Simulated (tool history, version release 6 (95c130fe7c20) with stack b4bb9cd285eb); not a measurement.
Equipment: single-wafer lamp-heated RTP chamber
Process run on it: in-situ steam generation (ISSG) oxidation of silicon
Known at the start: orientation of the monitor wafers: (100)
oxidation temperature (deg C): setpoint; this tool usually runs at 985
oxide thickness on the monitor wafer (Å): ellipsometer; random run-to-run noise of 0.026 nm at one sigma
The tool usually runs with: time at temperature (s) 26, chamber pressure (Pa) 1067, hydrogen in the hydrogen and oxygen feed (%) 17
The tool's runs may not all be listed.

run   hour  oxidation temperature (deg C)  time at temperature (s)  chamber pressure (Pa)  hydrogen in the hydrogen and oxygen feed (%)  wafers since the last listed run  wafers since the last pyrometer calibration  hours since the pressure gauge was zeroed  hours since the hydrogen flow controller was replaced  hours since the gauge calibration  read-back reference wafer on the same gauge, thickness  oxide thickness on the monitor wafer (Å)
  1      0                            985                       26                   1067                                            17                                 0                                         4511                                       4170                                                 3903.6                               12.9                                                    6.83                                     59.25
  2   44.9                            985                       26                   1067                                            17                               739                                         5251                                     4214.9                                                 3948.5                               57.8                                                   6.793                                     59.33
  3   97.7                            985                       26                   1067                                            17                               869                                         6120                                     4267.7                                                 4001.3                              110.6                                                   6.794                                     58.84
  4  146.4                            985                       26                   1067                                            17                               802                                         6923                                     4316.4                                                   4050                              159.3                                                    6.82                                     59.84
  5  207.6                            985                       26                   1067                                            17                              1007                                         7931                                     4377.6                                                 4111.2                              220.5                                                     6.8                                     58.99
     236.5  -- pyrometer window cleaned and pyrometer calibrated
  6  245.1                            985                       26                   1067                                            17                               485                                          142                                     4415.1                                                 4148.7                                258                                                   6.809                                     58.87
     279.1  -- pressure gauge zeroed
  7  279.6                            985                       26                   1067                                            17                               436                                          578                                        0.5                                                 4183.2                              292.5                                                   6.817                                     59.31
     303.1  -- hydrogen flow controller replaced
  8  324.1                            985                       26                   1067                                            17                               601                                         1179                                         45                                                     21                                337                                                   6.812                                     59.39
     365.1  -- gauge calibrated
  9  365.2                            996                       26                   1067                                            17                               676                                         1856                                       86.1                                                   62.1                                0.1                                                    6.82                                     61.51
 10  430.2                            985                       26                   1067                                            17                              1070                                         2927                                      151.1                                                  127.1                               65.1                                                   6.808                                     59.43
 11  462.3                            985                       26                   1200                                            17                               528                                         3456                                      183.2                                                  159.2                               97.2                                                   6.799                                     58.93
 12  509.8                            976                       26                    920                                            17                               782                                         4238                                      230.7                                                  206.7                              144.7                                                     6.8                                      56.6
 13  549.5                            985                       16                   1067                                            17                               653                                         4892                                      270.4                                                  246.4                              184.4                                                   6.816                                     47.26
 14  586.9                            966                       36                    947                                            11                               615                                         5508                                      307.8                                                  283.8                              221.8                                                   6.812                                     58.41

What does the tool deliver on the next run?
 15  633.9                            976                       34                   1067                                            17                               774                                         6282                                      354.8                                                  330.8                              268.8                                                       ?                                         ?

{"run 15": {"read-back reference wafer on the same gauge, thickness": 6.818, "oxide thickness on the monitor wafer (Å)": 65.14}}
On a tool with no hidden condition, and with the same random variation, this run would have come out at oxide thickness on the monitor wafer (Å) 65.14.

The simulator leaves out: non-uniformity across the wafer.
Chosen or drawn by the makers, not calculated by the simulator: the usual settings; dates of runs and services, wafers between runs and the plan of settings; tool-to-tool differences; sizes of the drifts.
